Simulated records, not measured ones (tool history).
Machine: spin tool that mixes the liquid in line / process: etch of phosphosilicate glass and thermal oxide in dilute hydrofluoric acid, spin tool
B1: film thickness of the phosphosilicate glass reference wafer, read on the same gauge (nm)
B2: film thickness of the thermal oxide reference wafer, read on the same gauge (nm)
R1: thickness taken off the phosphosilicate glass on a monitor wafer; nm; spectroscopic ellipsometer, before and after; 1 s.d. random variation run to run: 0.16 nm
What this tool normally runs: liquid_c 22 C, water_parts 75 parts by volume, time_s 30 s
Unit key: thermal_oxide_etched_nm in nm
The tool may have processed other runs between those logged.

Run 1, hour 0: usual settings; B1 110.01; B2 139.99. Result: R1 39 nm, thermal_oxide_etched_nm 1.681 nm.
At hour 2.9: thermometer replaced.
Run 2, hour 14.5: usual settings; B1 109.98; B2 139.993. Result: R1 40.75 nm, thermal_oxide_etched_nm 1.779 nm.
At hour 52.7: hydrofluoric acid flow meter replaced.
Run 3, hour 57.5: usual settings but water_parts 55 parts by volume; B1 110; B2 139.988. Result: R1 56.97 nm, thermal_oxide_etched_nm 2.457 nm.
Run 4, hour 68.8: usual settings but liquid_c 19 C, water_parts 100 parts by volume, time_s 15 s; B1 109.95; B2 139.989. Result: R1 13.03 nm, thermal_oxide_etched_nm 0.567 nm.
Run 5, hour 81.1: usual settings but liquid_c 26 C, water_parts 115 parts by volume, time_s 25 s; B1 110.02; B2 140.002. Result: R1 24.69 nm, thermal_oxide_etched_nm 1.059 nm.
Run 6, hour 96.5: usual settings; B1 110.02; B2 139.986. Result: R1 40.95 nm, thermal_oxide_etched_nm 1.722 nm.
At hour 97.3: gauge calibrated.
Run 7, hour 113.9: usual settings; B1 110.02; B2 139.994. Result: R1 40.52 nm, thermal_oxide_etched_nm 1.745 nm.
Run 8, hour 126.1: usual settings but water_parts 90 parts by volume; B1 110.01; B2 140.009. Result: R1 33.2 nm, thermal_oxide_etched_nm 1.431 nm.
Run 9, hour 134.5: usual settings but liquid_c 26.5 C, water_parts 95 parts by volume, time_s 15 s; B1 109.99; B2 139.968. Result: R1 18.8 nm, thermal_oxide_etched_nm 0.809 nm.
Run 10, hour 157.6: usual settings; B1 110.03; B2 139.989. Result: R1 40.67 nm, thermal_oxide_etched_nm 1.776 nm.
Run 11, hour 166.2: usual settings but liquid_c 26.5 C, water_parts 90 parts by volume; B1 109.97; B2 139.995. Result: R1 39.69 nm, thermal_oxide_etched_nm 1.732 nm.
Run 12, hour 180.2: usual settings but time_s 40 s; B1 110.04; B2 139.989. Result: R1 53.56 nm, thermal_oxide_etched_nm 2.358 nm.
Run 13, hour 192.8: usual settings but liquid_c 26 C; B1 109.99; B2 139.999. Result: R1 47.49 nm, thermal_oxide_etched_nm 2.052 nm.
Run 14, hour 201.9: usual settings but water_parts 40 parts by volume; B1 110.01; B2 140.029. Result: R1 79.38 nm, thermal_oxide_etched_nm 3.388 nm.
Run 15, hour 214.5: usual settings but liquid_c 18.5 C, water_parts 60 parts by volume, time_s 40 s; B1 110.02; B2 140.005. Result: R1 59.1 nm, thermal_oxide_etched_nm 2.524 nm.
Run 16, hour 223.9: usual settings but liquid_c 20.5 C; B1 110.01; B2 139.997. Result: R1 38.16 nm, thermal_oxide_etched_nm 1.638 nm.
Run 17, hour 253.5: usual settings but water_parts 100 parts by volume, time_s 50 s; B1 110.05; B2 139.977. Result: R1 49.01 nm, thermal_oxide_etched_nm 2.135 nm.
Run 18, hour 260.3: usual settings but liquid_c 23.5 C, water_parts 50 parts by volume, time_s 15 s; B1 110.01; B2 139.997. Result: R1 33.27 nm, thermal_oxide_etched_nm 1.45 nm.
Run 19, hour 269.4: usual settings but time_s 20 s; B1 109.95; B2 140.019. Result: R1 26.77 nm, thermal_oxide_etched_nm 1.166 nm.
Run 20, hour 277.7: usual settings; B1 110.03; B2 139.996. Result: R1 40.36 nm, thermal_oxide_etched_nm 1.725 nm.
Run 21, hour 293.4: usual settings; B1 110.02; B2 139.991. Result: R1 40.55 nm, thermal_oxide_etched_nm 1.767 nm.
Run 22, hour 308.2: usual settings but liquid_c 20.5 C, water_parts 50 parts by volume, time_s 50 s; B1 109.99; B2 140.016. Result: R1 96.87 nm, thermal_oxide_etched_nm 4.197 nm.
Run 23, hour 316.7: usual settings but liquid_c 23.5 C, water_parts 85 parts by volume; B1 110; B2 140.02. Result: R1 37.51 nm, thermal_oxide_etched_nm 1.577 nm.
Run 24, hour 330.2: usual settings but water_parts 90 parts by volume, time_s 45 s; B1 110.02; B2 139.999. Result: R1 49.17 nm, thermal_oxide_etched_nm 2.108 nm.
Run 25, hour 338: usual settings but liquid_c 19.5 C, water_parts 90 parts by volume, time_s 40 s; B1 110.02; B2 140. Result: R1 39.56 nm, thermal_oxide_etched_nm 1.741 nm.

How would selected steps in R1 from run to run divide? Give the signed amount a tool lacking its hidden state would still show from settings, what came in and random variation, and the signed amount left for the hidden state, including any gauge scatter that is not in both of the compared results.
The tool's hidden condition here consists of: liquid colder than its thermometer reads (K); hydrofluoric acid flow above the setpoint (%); gauge reads high (%).
Run 1 -> 2: thermometer replaced. R1 +1.75 nm: hidden state +1.82, all else -0.07.
Run 21 -> 22: liquid_c 22 -> 20.5, water_parts 75 -> 50, time_s 30 -> 50. R1 +56.32 nm: hidden state -1.07, all else +57.39.
Run 22 -> 23: liquid_c 20.5 -> 23.5, water_parts 50 -> 85, time_s 50 -> 30. R1 -59.36 nm: hidden state +1.1, all else -60.46.
